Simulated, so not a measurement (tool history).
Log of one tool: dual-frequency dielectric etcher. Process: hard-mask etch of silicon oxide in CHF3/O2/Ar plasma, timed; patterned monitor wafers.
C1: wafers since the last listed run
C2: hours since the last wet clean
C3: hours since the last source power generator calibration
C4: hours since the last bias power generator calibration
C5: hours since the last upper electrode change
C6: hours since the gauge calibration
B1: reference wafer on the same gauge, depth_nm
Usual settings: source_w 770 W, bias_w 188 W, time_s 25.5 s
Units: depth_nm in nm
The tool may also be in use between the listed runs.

{"run": 1, "hour": 0.0, "source_w": 770, "bias_w": 204, "time_s": 25.5, "C1": 0, "C2": 288.9, "C3": 1696.9, "C4": 4741.0, "C5": 2840.6, "C6": 526.1, "B1": 55.8, "depth_nm": 59.0}
{"run": 2, "hour": 10.3, "source_w": 880, "bias_w": 188, "time_s": 30.0, "C1": 191, "C2": 299.2, "C3": 1707.2, "C4": 4751.3, "C5": 2850.9, "C6": 536.4, "B1": 55.8, "depth_nm": 70.4}
{"run": 3, "hour": 23.5, "source_w": 880, "bias_w": 188, "time_s": 30.0, "C1": 245, "C2": 312.4, "C3": 1720.4, "C4": 4764.5, "C5": 2864.1, "C6": 549.6, "B1": 55.8, "depth_nm": 70.4}
{"run": 4, "hour": 32.9, "source_w": 880, "bias_w": 188, "time_s": 30.0, "C1": 175, "C2": 321.8, "C3": 1729.8, "C4": 4773.9, "C5": 2873.5, "C6": 559.0, "B1": 55.8, "depth_nm": 70.4}
{"hour": 39.4, "done": "gauge calibrated"}
{"hour": 75.6, "done": "wet clean of the chamber"}
{"run": 5, "hour": 76.1, "source_w": 770, "bias_w": 188, "time_s": 25.5, "C1": 357, "C2": 0.5, "C3": 1773.0, "C4": 4817.1, "C5": 2916.7, "C6": 36.7, "B1": 55.8, "depth_nm": 58.0}
{"run": 6, "hour": 76.4, "source_w": 770, "bias_w": 188, "time_s": 25.5, "C1": 5, "C2": 0.8, "C3": 1773.3, "C4": 4817.4, "C5": 2917.0, "C6": 37.0, "B1": 55.8, "depth_nm": 57.8}
{"run": 7, "hour": 105.3, "source_w": 770, "bias_w": 188, "time_s": 25.5, "C1": 538, "C2": 29.7, "C3": 1802.2, "C4": 4846.3, "C5": 2945.9, "C6": 65.9, "B1": 55.8, "depth_nm": 58.0}
{"run": 8, "hour": 116.1, "source_w": 770, "bias_w": 188, "time_s": 25.5, "C1": 201, "C2": 40.5, "C3": 1813.0, "C4": 4857.1, "C5": 2956.7, "C6": 76.7, "B1": 55.8, "depth_nm": 57.8}
{"hour": 150.8, "done": "upper electrode replaced"}
{"run": 9, "hour": 151.3, "source_w": 770, "bias_w": 188, "time_s": 23.0, "C1": 208, "C2": 75.7, "C3": 1848.2, "C4": 4892.3, "C5": 0.5, "C6": 111.9, "B1": 55.8, "depth_nm": 51.9}
{"run": 10, "hour": 151.6, "source_w": 940, "bias_w": 188, "time_s": 20.5, "C1": 5, "C2": 76.0, "C3": 1848.5, "C4": 4892.6, "C5": 0.8, "C6": 112.2, "B1": 55.8, "depth_nm": 50.4}
{"run": 11, "hour": 158.1, "source_w": 660, "bias_w": 169, "time_s": 33.0, "C1": 121, "C2": 82.5, "C3": 1855.0, "C4": 4899.1, "C5": 7.3, "C6": 118.7, "B1": 55.8, "depth_nm": 66.2}
{"run": 12, "hour": 164.2, "source_w": 670, "bias_w": 227, "time_s": 19.0, "C1": 113, "C2": 88.6, "C3": 1861.1, "C4": 4905.2, "C5": 13.4, "C6": 124.8, "B1": 55.8, "depth_nm": 44.6}
{"run": 13, "hour": 175.3, "source_w": 770, "bias_w": 188, "time_s": 25.5, "C1": 206, "C2": 99.7, "C3": 1872.2, "C4": 4916.3, "C5": 24.5, "C6": 135.9, "B1": 55.8, "depth_nm": 57.5}
{"run": 14, "hour": 184.6, "source_w": 690, "bias_w": 188, "time_s": 29.5, "C1": 173, "C2": 109.0, "C3": 1881.5, "C4": 4925.6, "C5": 33.8, "C6": 145.2, "B1": 55.8, "depth_nm": 63.7}
{"run": 15, "hour": 207.8, "source_w": 770, "bias_w": 188, "time_s": 25.5, "C1": 432, "C2": 132.2, "C3": 1904.7, "C4": 4948.8, "C5": 57.0, "C6": 168.4, "B1": 55.8, "depth_nm": 57.3}
{"run": 16, "hour": 225.7, "source_w": 880, "bias_w": 188, "time_s": 30.0, "C1": 333, "C2": 150.1, "C3": 1922.6, "C4": 4966.7, "C5": 74.9, "C6": 186.3, "B1": 55.8, "depth_nm": 71.3}
{"run": 17, "hour": 238.7, "source_w": 770, "bias_w": 188, "time_s": 25.5, "C1": 242, "C2": 163.1, "C3": 1935.6, "C4": 4979.7, "C5": 87.9, "C6": 199.3, "B1": 55.8, "depth_nm": 57.2}
{"hour": 252.0, "done": "bias power generator calibrated"}
{"run": 18, "hour": 252.5, "source_w": 770, "bias_w": 211, "time_s": 29.0, "C1": 182, "C2": 176.9, "C3": 1949.4, "C4": 0.5, "C5": 101.7, "C6": 213.1, "B1": 55.8, "depth_nm": 69.0}
{"run": 19, "hour": 268.2, "source_w": 890, "bias_w": 188, "time_s": 22.5, "C1": 292, "C2": 192.6, "C3": 1965.1, "C4": 16.2, "C5": 117.4, "C6": 228.8, "B1": 55.8, "depth_nm": 53.4}
{"hour": 272.3, "done": "source power generator calibrated"}
{"run": 20, "hour": 281.2, "source_w": 770, "bias_w": 188, "time_s": 22.0, "C1": 167, "C2": 205.6, "C3": 8.9, "C4": 29.2, "C5": 130.4, "C6": 241.8, "B1": 55.8, "depth_nm": 49.3}
{"run": 21, "hour": 298.0, "source_w": 770, "bias_w": 207, "time_s": 25.5, "C1": 313, "C2": 222.4, "C3": 25.7, "C4": 46.0, "C5": 147.2, "C6": 258.6, "B1": 55.8, "depth_nm": 59.7}
{"run": 22, "hour": 306.8, "source_w": 770, "bias_w": 188, "time_s": 25.5, "C1": 163, "C2": 231.2, "C3": 34.5, "C4": 54.8, "C5": 156.0, "C6": 267.4, "B1": 55.8, "depth_nm": 56.9}
{"run": 23, "hour": 314.2, "source_w": 700, "bias_w": 215, "time_s": 28.5, "C1": 137, "C2": 238.6, "C3": 41.9, "C4": 62.2, "C5": 163.4, "C6": 274.8, "B1": 55.8, "depth_nm": 65.5}
{"run": 24, "hour": 351.4, "source_w": 610, "bias_w": 188, "time_s": 25.5, "C1": 693, "C2": 275.8, "C3": 79.1, "C4": 99.4, "C5": 200.6, "C6": 312.0, "B1": 55.8, "depth_nm": 51.6}
{"run": 25, "hour": 370.5, "source_w": 700, "bias_w": 215, "time_s": 28.5, "C1": 355, "C2": 294.9, "C3": 98.2, "C4": 118.5, "C5": 219.7, "C6": 331.1, "B1": 55.8, "depth_nm": 65.0}

Forecast run 26:
{"run": 26, "hour": 387.2, "source_w": 960, "bias_w": 145, "time_s": 25.5, "C1": 311, "C2": 311.6, "C3": 114.9, "C4": 135.2, "C5": 236.4, "C6": 347.8, "B1": "?", "depth_nm": "?"}

B1: 55.8
depth_nm: 54.1 nm
Without the tool's hidden state the same run would have given depth_nm 55.4 nm.
